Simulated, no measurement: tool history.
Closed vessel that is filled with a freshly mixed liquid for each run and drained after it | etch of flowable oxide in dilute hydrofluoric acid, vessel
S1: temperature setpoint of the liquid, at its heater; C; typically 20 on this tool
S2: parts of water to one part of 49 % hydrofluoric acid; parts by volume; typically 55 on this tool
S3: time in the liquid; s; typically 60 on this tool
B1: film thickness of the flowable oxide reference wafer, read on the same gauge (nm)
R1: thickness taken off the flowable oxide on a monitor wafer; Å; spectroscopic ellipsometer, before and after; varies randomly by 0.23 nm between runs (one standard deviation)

run,hour,S1,S2,S3,B1,R1
1,0,20,55,60,70.01,207.3
2,40.1,20,55,60,70.03,204.4
3,66.8,20,55,60,70.02,204.6
4,91.4,20,55,60,70.01,208.6
5,156.2,22.5,55,70,69.98,260.6
6,208.6,22.5,55,70,69.97,255.6
7,264,22.5,55,70,70.01,261.3
8,299.6,20,55,85,70.01,276.5
9,365.1,20,55,40,69.98,131.2
10,436.6,20,55,60,70,198.6
# hour 465.3: gauge calibrated
11,486.2,17,75,50,70.01,103.6
12,511,20,85,60,70.01,123.8
13,552.8,20,75,80,70,184.9
# hour 607.2: thermometer replaced
14,621.2,20,40,40,69.99,194.6
15,667.6,17,80,90,69.98,176.7
16,736.5,22.5,45,80,69.98,373.7
17,788.7,20,55,60,70,198.9
18,852.1,20,55,60,69.98,194
19,886.3,20,80,60,69.97,128.6
20,944.4,20,80,85,69.98,184.7
21,973.4,20,55,60,69.98,196.3
# hour 986.7: hydrofluoric acid flow meter replaced
22,1000.3,20,65,60,69.94,190.5
23,1049.7,22.5,65,75,69.98,257.8
24,1087.2,17,85,60,70,119.2
25,1131.7,20,75,45,69.97,117.8
26,1198.3,18.5,45,85,69.98,360.1
27,1240.6,20,55,60,70,218.8
28,1268.8,17,85,75,70,148.4
29,1306.5,18.5,55,80,69.97,268.3
30,1377.1,20,55,60,70,210.1
31,1418.6,20,55,60,70,212.9
32,1445.5,24,55,60,70.01,247.7

What does the tool deliver on the next run?
33,1498.4,20,30,60,?,?

B1: 70.03
R1: 397.6 Å
With the hidden condition absent and the run-to-run variation left alone, this run would have shown R1 426.7 Å.
